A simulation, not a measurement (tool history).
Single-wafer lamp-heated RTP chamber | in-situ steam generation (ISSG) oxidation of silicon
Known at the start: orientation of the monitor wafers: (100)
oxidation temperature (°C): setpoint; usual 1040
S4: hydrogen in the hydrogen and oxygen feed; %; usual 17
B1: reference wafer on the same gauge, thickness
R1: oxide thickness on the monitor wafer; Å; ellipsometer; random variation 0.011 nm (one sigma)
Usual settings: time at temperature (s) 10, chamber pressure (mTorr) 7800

{"run": 1, "hour": 0.0, "oxidation temperature (°C)": 1040, "time at temperature (s)": 10, "chamber pressure (mTorr)": 6900, "S4": 17, "B1": 3.73, "R1": 42.23}
{"run": 2, "hour": 54.7, "oxidation temperature (°C)": 1040, "time at temperature (s)": 10, "chamber pressure (mTorr)": 6900, "S4": 17, "B1": 3.732, "R1": 42.07}
{"run": 3, "hour": 151.9, "oxidation temperature (°C)": 1040, "time at temperature (s)": 10, "chamber pressure (mTorr)": 6900, "S4": 17, "B1": 3.73, "R1": 42.3}
{"run": 4, "hour": 230.3, "oxidation temperature (°C)": 1040, "time at temperature (s)": 10, "chamber pressure (mTorr)": 7800, "S4": 22, "B1": 3.73, "R1": 45.42}
{"run": 5, "hour": 335.4, "oxidation temperature (°C)": 1036, "time at temperature (s)": 10, "chamber pressure (mTorr)": 7800, "S4": 17, "B1": 3.729, "R1": 42.19}
{"hour": 482.6, "done": "pyrometer window cleaned and pyrometer calibrated"}
{"run": 6, "hour": 485.6, "oxidation temperature (°C)": 1036, "time at temperature (s)": 10, "chamber pressure (mTorr)": 7800, "S4": 17, "B1": 3.73, "R1": 41.35}
{"run": 7, "hour": 583.2, "oxidation temperature (°C)": 1036, "time at temperature (s)": 10, "chamber pressure (mTorr)": 7800, "S4": 17, "B1": 3.729, "R1": 41.49}
{"run": 8, "hour": 654.2, "oxidation temperature (°C)": 1040, "time at temperature (s)": 12, "chamber pressure (mTorr)": 7800, "S4": 17, "B1": 3.73, "R1": 46.34}
{"run": 9, "hour": 730.9, "oxidation temperature (°C)": 1040, "time at temperature (s)": 12, "chamber pressure (mTorr)": 7800, "S4": 17, "B1": 3.73, "R1": 46.62}
{"run": 10, "hour": 838.8, "oxidation temperature (°C)": 1040, "time at temperature (s)": 12, "chamber pressure (mTorr)": 7800, "S4": 17, "B1": 3.732, "R1": 46.58}
{"run": 11, "hour": 913.4, "oxidation temperature (°C)": 1040, "time at temperature (s)": 10, "chamber pressure (mTorr)": 7300, "S4": 17, "B1": 3.73, "R1": 42.48}
{"hour": 977.9, "done": "pyrometer window cleaned and pyrometer calibrated"}
{"run": 12, "hour": 978.4, "oxidation temperature (°C)": 1040, "time at temperature (s)": 10, "chamber pressure (mTorr)": 7300, "S4": 17, "B1": 3.728, "R1": 41.79}
{"run": 13, "hour": 1041.5, "oxidation temperature (°C)": 1040, "time at temperature (s)": 10, "chamber pressure (mTorr)": 7800, "S4": 17, "B1": 3.73, "R1": 42.11}
{"run": 14, "hour": 1122.1, "oxidation temperature (°C)": 1040, "time at temperature (s)": 10, "chamber pressure (mTorr)": 7800, "S4": 17, "B1": 3.727, "R1": 42.22}
{"hour": 1147.7, "done": "hydrogen flow controller replaced"}
{"run": 15, "hour": 1191.7, "oxidation temperature (°C)": 1040, "time at temperature (s)": 10, "chamber pressure (mTorr)": 7800, "S4": 17, "B1": 3.731, "R1": 42.72}
{"run": 16, "hour": 1293.9, "oxidation temperature (°C)": 1040, "time at temperature (s)": 10, "chamber pressure (mTorr)": 7800, "S4": 17, "B1": 3.729, "R1": 42.98}
{"run": 17, "hour": 1368.4, "oxidation temperature (°C)": 1040, "time at temperature (s)": 10, "chamber pressure (mTorr)": 6900, "S4": 17, "B1": 3.73, "R1": 42.88}
{"hour": 1378.2, "done": "gauge calibrated"}
{"run": 18, "hour": 1428.0, "oxidation temperature (°C)": 1040, "time at temperature (s)": 10, "chamber pressure (mTorr)": 7800, "S4": 17, "B1": 3.73, "R1": 43.21}
{"hour": 1449.1, "done": "pyrometer window cleaned and pyrometer calibrated"}
{"run": 19, "hour": 1531.0, "oxidation temperature (°C)": 1040, "time at temperature (s)": 12, "chamber pressure (mTorr)": 7000, "S4": 23, "B1": 3.729, "R1": 50.23}
{"run": 20, "hour": 1609.0, "oxidation temperature (°C)": 1040, "time at temperature (s)": 10, "chamber pressure (mTorr)": 7800, "S4": 17, "B1": 3.731, "R1": 42.79}
{"run": 21, "hour": 1672.5, "oxidation temperature (°C)": 1059, "time at temperature (s)": 7, "chamber pressure (mTorr)": 9200, "S4": 13, "B1": 3.731, "R1": 36.57}
{"run": 22, "hour": 1720.3, "oxidation temperature (°C)": 1040, "time at temperature (s)": 10, "chamber pressure (mTorr)": 6900, "S4": 24, "B1": 3.731, "R1": 46.74}
{"run": 23, "hour": 1819.3, "oxidation temperature (°C)": 1028, "time at temperature (s)": 12, "chamber pressure (mTorr)": 7800, "S4": 17, "B1": 3.73, "R1": 44.7}
{"run": 24, "hour": 1921.0, "oxidation temperature (°C)": 1040, "time at temperature (s)": 13, "chamber pressure (mTorr)": 7800, "S4": 17, "B1": 3.73, "R1": 49.17}
{"hour": 1962.0, "done": "pyrometer window cleaned and pyrometer calibrated"}
{"hour": 1980.5, "done": "pressure gauge zeroed"}
{"run": 25, "hour": 1981.0, "oxidation temperature (°C)": 1052, "time at temperature (s)": 13, "chamber pressure (mTorr)": 7800, "S4": 17, "B1": 3.729, "R1": 51.21}
{"run": 26, "hour": 2052.0, "oxidation temperature (°C)": 1032, "time at temperature (s)": 10, "chamber pressure (mTorr)": 7800, "S4": 17, "B1": 3.729, "R1": 41.22}
{"run": 27, "hour": 2143.9, "oxidation temperature (°C)": 1040, "time at temperature (s)": 7, "chamber pressure (mTorr)": 7800, "S4": 17, "B1": 3.728, "R1": 36.11}
{"run": 28, "hour": 2245.8, "oxidation temperature (°C)": 1040, "time at temperature (s)": 10, "chamber pressure (mTorr)": 7800, "S4": 17, "B1": 3.73, "R1": 42.74}
{"run": 29, "hour": 2298.0, "oxidation temperature (°C)": 1040, "time at temperature (s)": 13, "chamber pressure (mTorr)": 7800, "S4": 17, "B1": 3.73, "R1": 48.53}
{"run": 30, "hour": 2403.4, "oxidation temperature (°C)": 1034, "time at temperature (s)": 10, "chamber pressure (mTorr)": 7800, "S4": 17, "B1": 3.73, "R1": 41.9}
{"run": 31, "hour": 2465.6, "oxidation temperature (°C)": 1040, "time at temperature (s)": 10, "chamber pressure (mTorr)": 7800, "S4": 12, "B1": 3.732, "R1": 39.48}
{"hour": 2490.4, "done": "pyrometer window cleaned and pyrometer calibrated"}
{"run": 32, "hour": 2541.0, "oxidation temperature (°C)": 1040, "time at temperature (s)": 10, "chamber pressure (mTorr)": 7800, "S4": 17, "B1": 3.731, "R1": 42.38}

The same runs without the tool's hidden state, with the same run-to-run variation:
The hidden state here: true wafer temperature minus pyrometer reading, K; true pressure minus gauge reading, Torr; deviation of the hydrogen flow from its setpoint, %; gauge reads high (%).
run=1 R1=42.34
run=2 R1=42.11
run=3 R1=42.22
run=4 R1=45.23
run=5 R1=41.9
run=6 R1=41.72
run=7 R1=41.77
run=8 R1=46.53
run=9 R1=46.71
run=10 R1=46.53
run=11 R1=42.4
run=12 R1=42.31
run=13 R1=42.55
run=14 R1=42.59
run=15 R1=42.36
run=16 R1=42.47
run=17 R1=42.26
run=18 R1=42.51
run=19 R1=49.95
run=20 R1=42.46
run=21 R1=36.21
run=22 R1=46.21
run=23 R1=44.07
run=24 R1=48.22
run=25 R1=51.27
run=26 R1=41.19
run=27 R1=36
run=28 R1=42.45
run=29 R1=48.07
run=30 R1=41.45
run=31 R1=38.95
run=32 R1=42.43

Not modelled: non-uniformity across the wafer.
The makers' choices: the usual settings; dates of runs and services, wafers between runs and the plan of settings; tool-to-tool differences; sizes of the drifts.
